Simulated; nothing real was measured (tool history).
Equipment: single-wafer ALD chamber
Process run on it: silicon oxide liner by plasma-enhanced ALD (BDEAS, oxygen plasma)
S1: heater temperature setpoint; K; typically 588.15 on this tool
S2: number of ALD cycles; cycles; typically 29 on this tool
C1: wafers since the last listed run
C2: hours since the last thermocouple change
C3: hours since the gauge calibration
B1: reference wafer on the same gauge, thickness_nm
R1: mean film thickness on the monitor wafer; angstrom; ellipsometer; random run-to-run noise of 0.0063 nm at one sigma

run 1 day=0.000 | S1=577.15 S2=29 | C1=0 C2=847.4 C3=599.7 | B1=2.879 | R1=25.79
run 2 day=1.454 | S1=577.15 S2=29 | C1=480 C2=882.3 C3=634.6 | B1=2.878 | R1=25.78
run 3 day=2.204 | S1=577.15 S2=29 | C1=247 C2=900.3 C3=652.6 | B1=2.881 | R1=25.77
run 4 day=3.254 | S1=582.15 S2=29 | C1=347 C2=925.5 C3=677.8 | B1=2.881 | R1=25.64
run 5 day=4.325 | S1=582.15 S2=29 | C1=353 C2=951.2 C3=703.5 | B1=2.879 | R1=25.49
run 6 day=6.125 | S1=595.15 S2=29 | C1=594 C2=994.4 C3=746.7 | B1=2.878 | R1=25.04
run 7 day=6.625 | S1=595.15 S2=29 | C1=165 C2=1006.4 C3=758.7 | B1=2.879 | R1=24.95
run 8 day=7.192 | S1=582.15 S2=31 | C1=187 C2=1020.0 C3=772.3 | B1=2.878 | R1=27.39
run 9 day=7.721 | S1=596.15 S2=25 | C1=174 C2=1032.7 C3=785.0 | B1=2.881 | R1=21.54
run 10 day=9.517 | S1=596.15 S2=25 | C1=593 C2=1075.8 C3=828.1 | B1=2.879 | R1=21.57
run 11 day=10.975 | S1=596.15 S2=25 | C1=481 C2=1110.8 C3=863.1 | B1=2.882 | R1=21.48
run 12 day=12.025 | S1=588.15 S2=27 | C1=347 C2=1136.0 C3=888.3 | B1=2.881 | R1=23.61
run 13 day=13.471 | S1=588.15 S2=29 | C1=477 C2=1170.7 C3=923.0 | B1=2.878 | R1=25.32
run 14 day=14.425 | S1=588.15 S2=29 | C1=315 C2=1193.6 C3=945.9 | B1=2.881 | R1=25.32
run 15 day=14.996 | S1=588.15 S2=29 | C1=188 C2=1207.3 C3=959.6 | B1=2.880 | R1=25.26
-- day=16.071 thermocouple changed; heater temperature recalibrated
run 16 day=16.092 | S1=588.15 S2=29 | C1=252 C2=0.5 C3=985.9 | B1=2.881 | R1=25.34
run 17 day=17.050 | S1=588.15 S2=29 | C1=316 C2=23.5 C3=1008.9 | B1=2.878 | R1=25.18
-- day=17.471 gauge calibrated
run 18 day=17.688 | S1=588.15 S2=31 | C1=210 C2=38.8 C3=5.2 | B1=2.880 | R1=26.97
run 19 day=18.362 | S1=600.15 S2=26 | C1=223 C2=55.0 C3=21.4 | B1=2.881 | R1=22.21
run 20 day=19.000 | S1=577.15 S2=27 | C1=210 C2=70.3 C3=36.7 | B1=2.878 | R1=24.02
run 21 day=20.871 | S1=601.15 S2=26 | C1=618 C2=115.2 C3=81.6 | B1=2.879 | R1=22.20
run 22 day=22.104 | S1=588.15 S2=29 | C1=407 C2=144.8 C3=111.2 | B1=2.880 | R1=25.35
run 23 day=22.679 | S1=603.15 S2=26 | C1=190 C2=158.6 C3=125.0 | B1=2.879 | R1=22.07
run 24 day=24.042 | S1=598.15 S2=29 | C1=450 C2=191.3 C3=157.7 | B1=2.879 | R1=24.94
run 25 day=25.433 | S1=588.15 S2=26 | C1=459 C2=224.7 C3=191.1 | B1=2.880 | R1=22.69
run 26 day=26.821 | S1=598.15 S2=33 | C1=458 C2=258.0 C3=224.4 | B1=2.878 | R1=28.36
run 27 day=27.829 | S1=588.15 S2=29 | C1=333 C2=282.2 C3=248.6 | B1=2.881 | R1=25.35
run 28 day=29.304 | S1=579.15 S2=27 | C1=487 C2=317.6 C3=284.0 | B1=2.879 | R1=23.91
run 29 day=30.258 | S1=579.15 S2=23 | C1=315 C2=340.5 C3=306.9 | B1=2.879 | R1=20.38
run 30 day=30.946 | S1=602.15 S2=29 | C1=227 C2=357.0 C3=323.4 | B1=2.880 | R1=24.77
run 31 day=32.154 | S1=601.15 S2=31 | C1=399 C2=386.0 C3=352.4 | B1=2.881 | R1=26.47
run 32 day=32.821 | S1=588.15 S2=29 | C1=220 C2=402.0 C3=368.4 | B1=2.880 | R1=25.33
run 33 day=33.467 | S1=576.15 S2=33 | C1=213 C2=417.5 C3=383.9 | B1=2.881 | R1=29.30
run 34 day=34.167 | S1=588.15 S2=29 | C1=231 C2=434.3 C3=400.7 | B1=2.881 | R1=25.30
run 35 day=35.438 | S1=575.15 S2=24 | C1=420 C2=464.8 C3=431.2 | B1=2.883 | R1=21.39
run 36 day=36.742 | S1=596.15 S2=25 | C1=431 C2=496.1 C3=462.5 | B1=2.882 | R1=21.52
run 37 day=37.746 | S1=588.15 S2=34 | C1=331 C2=520.2 C3=486.6 | B1=2.880 | R1=29.79

Predict each of these 4 candidate next runs independently; none follows another, all start after run 37:
run A day=37.762 | S1=588.15 S2=23 | C1=5 C2=520.6 C3=487.0 | B1=? | R1=?
run B day=37.762 | S1=580.15 S2=29 | C1=5 C2=520.6 C3=487.0 | B1=? | R1=?
run C day=37.762 | S1=599.15 S2=33 | C1=5 C2=520.6 C3=487.0 | B1=? | R1=?
run D day=37.762 | S1=588.15 S2=33 | C1=5 C2=520.6 C3=487.0 | B1=? | R1=?

run=A B1=2.878 R1=20.08
run=B B1=2.878 R1=25.65
run=C B1=2.878 R1=28.29
run=D B1=2.878 R1=28.81
With no hidden state in the tool, these same runs would have given:
run=A R1=20.08
run=B R1=25.65
run=C R1=28.29
run=D R1=28.81
